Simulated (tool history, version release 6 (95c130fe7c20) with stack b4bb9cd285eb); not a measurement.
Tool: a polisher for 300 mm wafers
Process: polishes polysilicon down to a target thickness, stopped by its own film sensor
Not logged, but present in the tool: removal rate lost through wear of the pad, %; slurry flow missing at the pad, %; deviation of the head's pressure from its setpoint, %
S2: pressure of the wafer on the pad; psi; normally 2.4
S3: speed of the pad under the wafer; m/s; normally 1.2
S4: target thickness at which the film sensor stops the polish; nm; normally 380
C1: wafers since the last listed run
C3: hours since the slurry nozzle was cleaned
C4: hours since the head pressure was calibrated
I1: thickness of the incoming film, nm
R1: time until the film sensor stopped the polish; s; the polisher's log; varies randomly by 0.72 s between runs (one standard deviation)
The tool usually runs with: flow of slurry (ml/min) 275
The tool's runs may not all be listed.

Run 1, hour 0: usual settings; C1 0; wafers polished on this pad 1540; C3 473.8; C4 763.6; I1 818.5. Result: R1 44.9 s.
Run 2, hour 8.7: usual settings; C1 140; wafers polished on this pad 1680; C3 482.5; C4 772.3; I1 836.6. Result: R1 45.6 s.
Run 3, hour 18.8: usual settings; C1 162; wafers polished on this pad 1842; C3 492.6; C4 782.4; I1 828.5. Result: R1 46.3 s.
Run 4, hour 29.6: usual settings; C1 173; wafers polished on this pad 2016; C3 503.4; C4 793.2; I1 818.4. Result: R1 44.1 s.
At hour 36.2: worn pad replaced by a new one.
Run 5, hour 37.3: usual settings; C1 59; wafers polished on this pad 18; C3 511.1; C4 800.9; I1 829.1. Result: R1 46.5 s.
Run 6, hour 50.7: usual settings but flow of slurry (ml/min) 350; C1 215; wafers polished on this pad 234; C3 524.5; C4 814.3; I1 828.8. Result: R1 43.8 s.
Run 7, hour 57.7: usual settings but S3 1.48 m/s, S4 502 nm; C1 112; wafers polished on this pad 346; C3 531.5; C4 821.3; I1 825.4. Result: R1 26.7 s.
Run 8, hour 69.6: usual settings but S3 1.48 m/s, S4 502 nm; C1 191; wafers polished on this pad 538; C3 543.4; C4 833.2; I1 829.3. Result: R1 27.2 s.
Run 9, hour 79.5: usual settings but S3 1.48 m/s, S4 502 nm; C1 159; wafers polished on this pad 697; C3 553.3; C4 843.1; I1 835.7. Result: R1 27.7 s.
Run 10, hour 103: usual settings; C1 378; wafers polished on this pad 1075; C3 576.8; C4 866.6; I1 826.7. Result: R1 47.4 s.
Run 11, hour 119.2: usual settings; C1 260; wafers polished on this pad 1336; C3 593; C4 882.8; I1 846. Result: R1 48.1 s.
Run 12, hour 132.7: usual settings but S4 331 nm; C1 217; wafers polished on this pad 1554; C3 606.5; C4 896.3; I1 835.2. Result: R1 52.4 s.
Run 13, hour 148: usual settings but S4 331 nm; C1 246; wafers polished on this pad 1800; C3 621.8; C4 911.6; I1 837.1. Result: R1 52.4 s.
Run 14, hour 162.7: usual settings; C1 236; wafers polished on this pad 2036; C3 636.5; C4 926.3; I1 826.1. Result: R1 46.6 s.
At hour 172.9: worn pad replaced by a new one.
Run 15, hour 178.6: usual settings but flow of slurry (ml/min) 210, S2 2.8 psi, S3 1.34 m/s, S4 482 nm; C1 191; wafers polished on this pad 92; C3 652.4; C4 942.2; I1 840.6. Result: R1 29.8 s.
Run 16, hour 185.4: usual settings but flow of slurry (ml/min) 195, S2 1.6 psi, S3 1.62 m/s, S4 338 nm; C1 109; wafers polished on this pad 201; C3 659.2; C4 949; I1 827.4. Result: R1 58.5 s.
Run 17, hour 199.5: usual settings but flow of slurry (ml/min) 235, S3 1.54 m/s, S4 255 nm; C1 226; wafers polished on this pad 428; C3 673.3; C4 963.1; I1 839.5. Result: R1 47.8 s.
Run 18, hour 208.1: usual settings but flow of slurry (ml/min) 200, S2 1.7 psi, S4 451 nm; C1 138; wafers polished on this pad 567; C3 681.9; C4 971.7; I1 818.8. Result: R1 56.6 s.
Run 19, hour 216.6: usual settings but flow of slurry (ml/min) 365, S2 2.6 psi, S3 1.5 m/s, S4 498 nm; C1 136; wafers polished on this pad 703; C3 690.4; C4 980.2; I1 833.5. Result: R1 24.5 s.
Run 20, hour 226.8: usual settings; C1 164; wafers polished on this pad 868; C3 700.6; C4 990.4; I1 819.2. Result: R1 43.4 s.
Run 21, hour 235.7: usual settings but S2 2 psi, S4 321 nm; C1 143; wafers polished on this pad 1011; C3 709.5; C4 999.3; I1 838.1. Result: R1 63.6 s.
Run 22, hour 242.8: usual settings but S2 3 psi, S3 1.48 m/s; C1 114; wafers polished on this pad 1125; C3 716.6; C4 1006.4; I1 843.8. Result: R1 30.7 s.
Run 23, hour 250.8: usual settings; C1 128; wafers polished on this pad 1254; C3 724.6; C4 1014.4; I1 828.9. Result: R1 46.6 s.
Run 24, hour 259.3: usual settings but flow of slurry (ml/min) 325; C1 136; wafers polished on this pad 1391; C3 733.1; C4 1022.9; I1 839.8. Result: R1 46.8 s.
Run 25, hour 269.5: usual settings but S3 0.84 m/s; C1 164; wafers polished on this pad 1555; C3 743.3; C4 1033.1; I1 821. Result: R1 64.6 s.
At hour 282.5: head pressure recalibrated.
Run 26, hour 283: usual settings but flow of slurry (ml/min) 305, S2 1.7 psi, S3 1.08 m/s, S4 454 nm; C1 185; wafers polished on this pad 1740; C3 756.8; C4 0.5; I1 833.2. Result: R1 60.7 s.
Run 27, hour 288.1: usual settings but flow of slurry (ml/min) 310, S3 1 m/s; C1 82; wafers polished on this pad 1822; C3 761.9; C4 5.6; I1 834.9. Result: R1 57.5 s.
Run 28, hour 301.2: usual settings but flow of slurry (ml/min) 225, S2 1.6 psi, S4 508 nm; C1 210; wafers polished on this pad 2033; C3 775; C4 18.7; I1 824.7. Result: R1 51.1 s.
At hour 302.8: slurry nozzle cleaned.
At hour 310.5: worn pad replaced by a new one.
Run 29, hour 314.6: usual settings but flow of slurry (ml/min) 225, S4 245 nm; C1 135; wafers polished on this pad 65; C3 11.8; C4 32.1; I1 830.9. Result: R1 57.1 s.
Run 30, hour 328.6: usual settings; C1 225; wafers polished on this pad 291; C3 25.8; C4 46.1; I1 821.7. Result: R1 43.2 s.
Run 31, hour 341.2: usual settings but flow of slurry (ml/min) 315, S2 1.8 psi, S3 0.82 m/s, S4 244 nm; C1 202; wafers polished on this pad 494; C3 38.4; C4 58.7; I1 828.3. Result: R1 110.6 s.
Run 32, hour 351: usual settings; C1 157; wafers polished on this pad 651; C3 48.2; C4 68.5; I1 829.2. Result: R1 43.4 s.
Run 33, hour 368.3: usual settings but S2 3.1 psi, S4 488 nm; C1 278; wafers polished on this pad 930; C3 65.5; C4 85.8; I1 825.1. Result: R1 25.1 s.
Run 34, hour 384.1: usual settings but S3 0.82 m/s, S4 423 nm; C1 254; wafers polished on this pad 1184; C3 81.3; C4 101.6; I1 830.1. Result: R1 59.2 s.
Run 35, hour 431: usual settings but flow of slurry (ml/min) 310, S2 2.8 psi, S4 454 nm; C1 754; wafers polished on this pad 1939; C3 128.2; C4 148.5; I1 833.4. Result: R1 32 s.
At hour 439.9: worn pad replaced by a new one.
Run 36, hour 484.8: usual settings but flow of slurry (ml/min) 365, S2 2.6 psi, S3 1.5 m/s, S4 498 nm; C1 801; wafers polished on this pad 722; C3 182; C4 202.3; I1 826.3. Result: R1 23.6 s.
Run 37, hour 491.2: usual settings but flow of slurry (ml/min) 230, S2 2.9 psi; C1 103; wafers polished on this pad 825; C3 188.4; C4 208.7; I1 833.3. Result: R1 37.8 s.
Run 38, hour 498.8: usual settings but flow of slurry (ml/min) 225, S4 260 nm; C1 122; wafers polished on this pad 947; C3 196; C4 216.3; I1 839.4. Result: R1 59.6 s.

3 ways to go on from here, each from the tool as it stands after run 38. What would each give?
Run A, hour 499.2: usual settings; C1 6; wafers polished on this pad 953; C3 196.4; C4 216.7; I1 845.2. Result: R1 ?.
Run B, hour 499.2: usual settings but S2 2.7 psi; C1 6; wafers polished on this pad 953; C3 196.4; C4 216.7; I1 845.2. Result: R1 ?.
Run C, hour 499.2: usual settings but S2 2.7 psi, S3 1.48 m/s; C1 6; wafers polished on this pad 953; C3 196.4; C4 216.7; I1 845.2. Result: R1 ?.

run    R1
  A  47.1
  B  41.9
  C  33.9
Had the tool no hidden state, the same runs would have come out as:
run    R1
  A  44.7
  B  39.8
  C  32.2
